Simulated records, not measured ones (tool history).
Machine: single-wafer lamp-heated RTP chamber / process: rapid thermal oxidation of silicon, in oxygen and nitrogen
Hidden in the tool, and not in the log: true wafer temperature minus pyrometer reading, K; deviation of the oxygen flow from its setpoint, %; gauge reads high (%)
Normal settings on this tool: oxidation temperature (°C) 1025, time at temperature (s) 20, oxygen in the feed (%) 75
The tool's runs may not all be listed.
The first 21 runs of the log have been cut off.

| run | hour | oxidation temperature (°C) | time at temperature (s) | oxygen in the feed (%) | wafers since the last listed run | wafers since the last pyrometer calibration | hours since the oxygen flow controller was replaced | hours since the gauge calibration | read-back reference wafer on the same gauge, thickness | oxide thickness on the monitor wafer (angstrom) |
|---|---|---|---|---|---|---|---|---|---|---|
| 22 | 547.5 | 1044 | 20 | 96 | 93 | 3242 | 141.3 | 341.6 | 4.850 | 52.76 |
| 23 | 573.6 | 1025 | 20 | 75 | 142 | 3385 | 167.4 | 367.7 | 4.837 | 42.90 |
| 24 | 601.7 | 1025 | 17 | 52 | 153 | 3538 | 195.5 | 395.8 | 4.828 | 36.30 |
| 25 | 625.3 | 1015 | 20 | 75 | 128 | 3667 | 219.1 | 419.4 | 4.836 | 40.41 |
| 26 | 642.0 | 1054 | 14 | 98 | 91 | 3758 | 235.8 | 436.1 | 4.839 | 50.09 |
| 27 | 670.8 | 1033 | 14 | 75 | 157 | 3916 | 264.6 | 464.9 | 4.835 | 39.83 |
|  | 694.0 | pyrometer window cleaned and pyrometer calibrated |
| 28 | 694.5 | 1033 | 20 | 90 | 85 | 2 | 288.3 | 488.6 | 4.837 | 47.31 |
| 29 | 723.1 | 1025 | 27 | 50 | 156 | 158 | 316.9 | 517.2 | 4.840 | 41.26 |
| 30 | 745.3 | 1025 | 25 | 98 | 121 | 279 | 339.1 | 539.4 | 4.839 | 50.64 |
| 31 | 773.9 | 1025 | 16 | 86 | 156 | 435 | 367.7 | 568.0 | 4.831 | 40.40 |
| 32 | 805.2 | 1049 | 16 | 75 | 170 | 606 | 399.0 | 599.3 | 4.843 | 44.85 |
| 33 | 831.0 | 1025 | 20 | 75 | 140 | 747 | 424.8 | 625.1 | 4.844 | 42.66 |
| 34 | 861.3 | 1025 | 23 | 98 | 165 | 913 | 455.1 | 655.4 | 4.833 | 49.01 |
| 35 | 885.9 | 1025 | 20 | 75 | 134 | 1047 | 479.7 | 680.0 | 4.832 | 42.12 |
| 36 | 920.6 | 998 | 20 | 75 | 189 | 1236 | 514.4 | 714.7 | 4.842 | 35.49 |
| 37 | 940.6 | 1002 | 29 | 50 | 109 | 1346 | 534.4 | 734.7 | 4.844 | 37.34 |
| 38 | 972.2 | 1000 | 29 | 75 | 172 | 1518 | 566.0 | 766.3 | 4.844 | 41.68 |

Forecast each of these 4 alternatives for the next run:
| A | 972.7 | 1025 | 20 | 75 | 2 | 1521 | 566.5 | 766.8 | ? | ? |
| B | 972.7 | 1025 | 26 | 75 | 2 | 1521 | 566.5 | 766.8 | ? | ? |
| C | 972.7 | 1051 | 11 | 98 | 2 | 1521 | 566.5 | 766.8 | ? | ? |
| D | 972.7 | 1025 | 28 | 48 | 2 | 1521 | 566.5 | 766.8 | ? | ? |

| run | read-back reference wafer on the same gauge, thickness | oxide thickness on the monitor wafer (angstrom) |
|---|---|---|
| A | 4.833 | 42.38 |
| B | 4.833 | 47.04 |
| C | 4.833 | 43.69 |
| D | 4.833 | 41.90 |
What these runs would have given with no unlogged condition in the tool:
| run | oxide thickness on the monitor wafer (angstrom) |
|---|---|
| A | 41.81 |
| B | 46.39 |
| C | 43.10 |
| D | 41.35 |

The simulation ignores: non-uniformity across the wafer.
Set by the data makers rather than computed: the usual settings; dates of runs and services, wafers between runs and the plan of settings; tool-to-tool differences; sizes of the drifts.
